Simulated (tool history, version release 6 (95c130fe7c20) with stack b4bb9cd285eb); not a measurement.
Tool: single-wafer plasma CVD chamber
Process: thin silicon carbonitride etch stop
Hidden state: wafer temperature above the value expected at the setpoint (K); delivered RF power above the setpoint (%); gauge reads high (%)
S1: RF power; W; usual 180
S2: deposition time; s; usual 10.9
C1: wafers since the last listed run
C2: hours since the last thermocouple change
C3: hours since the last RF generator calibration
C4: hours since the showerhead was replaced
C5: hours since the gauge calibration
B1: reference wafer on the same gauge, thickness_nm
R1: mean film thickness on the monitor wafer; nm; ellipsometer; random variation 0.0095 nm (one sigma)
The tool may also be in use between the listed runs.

run	hour	S1	S2	C1	C2	C3	C4	C5	B1	R1
1	0.0	180	11.6	0	1888.2	1355.4	4931.8	640.3	5.349	6.519
2	60.5	180	11.6	1717	1948.7	1415.9	4992.3	700.8	5.349	6.523
3	104.1	180	11.6	1237	1992.3	1459.5	5035.9	744.4	5.349	6.531
# hour 105.2: gauge calibrated
4	144.2	180	10.9	1138	2032.4	1499.6	5076.0	39.0	5.349	6.138
5	208.9	180	10.9	1836	2097.1	1564.3	5140.7	103.7	5.351	6.119
6	236.7	180	10.9	789	2124.9	1592.1	5168.5	131.5	5.351	6.135
7	275.1	180	10.9	1089	2163.3	1630.5	5206.9	169.9	5.349	6.126
# hour 323.2: RF generator calibrated
8	330.9	180	10.9	1356	2219.1	7.7	5262.7	225.7	5.350	6.287
9	398.8	200	10.9	1927	2287.0	75.6	5330.6	293.6	5.351	6.449
10	466.8	200	10.9	1930	2355.0	143.6	5398.6	361.6	5.350	6.453
11	497.3	190	11.5	865	2385.5	174.1	5429.1	392.1	5.351	6.720
12	544.8	145	10.3	1348	2433.0	221.6	5476.6	439.6	5.350	5.573
# hour 565.5: thermocouple changed; heater temperature recalibrated
13	613.5	160	8.8	1722	48.0	290.3	5545.3	508.3	5.351	4.884
14	673.2	170	9.4	1694	107.7	350.0	5605.0	568.0	5.350	5.285
15	710.4	180	10.9	1055	144.9	387.2	5642.2	605.2	5.348	6.213
# hour 759.9: showerhead replaced
16	764.4	195	9.3	1305	198.9	441.2	4.5	659.2	5.351	5.423
# hour 771.8: gauge calibrated
17	798.9	180	10.9	979	233.4	475.7	39.0	27.1	5.352	6.206
18	828.9	155	10.2	851	263.4	505.7	69.0	57.1	5.350	5.564
19	855.1	150	8.9	743	289.6	531.9	95.2	83.3	5.349	4.814
20	1029.4	180	10.9	4947	463.9	706.2	269.5	257.6	5.352	6.199

Measured less the same run without the tool's hidden state. The same run-to-run variation is in both; the gauge's scatter may not be:
run	R1
1	-0.180
2	-0.182
3	-0.183
4	-0.172
5	-0.173
6	-0.174
7	-0.175
8	-0.010
9	-0.028
10	-0.044
11	-0.052
12	-0.051
13	-0.054
14	-0.067
15	-0.083
16	-0.079
17	-0.095
18	-0.087
19	-0.078
20	-0.116
